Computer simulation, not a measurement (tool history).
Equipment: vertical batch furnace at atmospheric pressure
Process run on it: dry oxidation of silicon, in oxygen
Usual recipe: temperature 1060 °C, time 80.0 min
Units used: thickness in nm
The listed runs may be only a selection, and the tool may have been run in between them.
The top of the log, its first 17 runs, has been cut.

run	hour	temperature	time	wafers since the last listed run	hours since the last temperature calibration	hours since the boat lift was adjusted	hours since the gauge calibration	read-back reference wafer on the same gauge, thickness	thickness
18	987.9	1060	80.0	821	4741.8	5511.1	742.0	87.97	102.87
19	1052.2	1080	66.5	1037	4806.1	5575.4	806.3	87.95	106.30
20	1078.2	1084	98.5	419	4832.1	5601.4	832.3	87.97	140.13
# hour 1148.0: thermocouples replaced and temperature profile calibrated
21	1148.5	1079	91.0	746	0.5	5671.7	902.6	87.99	123.95
22	1169.1	1060	80.0	332	21.1	5692.3	923.2	88.00	98.30
23	1198.8	1069	107.5	479	50.8	5722.0	952.9	88.05	128.46
24	1265.1	1060	53.0	1069	117.1	5788.3	1019.2	88.04	76.12
25	1318.6	1079	117.0	862	170.6	5841.8	1072.7	88.00	145.70
26	1370.0	1060	44.0	829	222.0	5893.2	1124.1	87.96	67.38
27	1470.8	1060	80.0	1625	322.8	5994.0	1224.9	88.03	98.82
# hour 1547.9: boat lift adjusted
28	1548.4	1060	80.0	864	400.4	0.5	1302.5	87.98	102.14
29	1556.4	1081	80.0	129	408.4	8.5	1310.5	87.98	119.75
# hour 1569.4: gauge calibrated
30	1591.2	1060	80.0	561	443.2	43.3	21.8	87.98	101.88
31	1637.5	1036	52.0	746	489.5	89.6	68.1	87.97	63.51
32	1681.6	1044	117.0	711	533.6	133.7	112.2	88.05	114.27
33	1717.4	1060	49.0	577	569.4	169.5	148.0	88.07	74.72
34	1742.3	1036	112.5	401	594.3	194.4	172.9	88.05	104.77
35	1778.9	1060	80.0	590	630.9	231.0	209.5	87.99	101.96
36	1806.0	1084	48.5	437	658.0	258.1	236.6	87.98	89.45
37	1875.3	1060	80.0	1117	727.3	327.4	305.9	88.02	102.38
38	1937.2	1060	80.0	998	789.2	389.3	367.8	87.98	102.05
39	2003.4	1050	70.0	1067	855.4	455.5	434.0	88.03	86.18
40	2068.9	1071	49.0	1056	920.9	521.0	499.5	88.04	81.54

3 ways to go on from here, each from the tool as it stands after run 40. What would each give?
A	2074.5	1060	80.0	90	926.5	526.6	505.1	?	?
B	2074.5	1060	55.5	90	926.5	526.6	505.1	?	?
C	2074.5	1072	97.0	90	926.5	526.6	505.1	?	?

run	read-back reference wafer on the same gauge, thickness	thickness
A	87.97	101.66
B	87.97	80.41
C	87.97	126.14
Take away the tool's hidden state, keep each run's random variation, and the runs would have read:
run	thickness
A	101.25
B	80.08
C	125.67
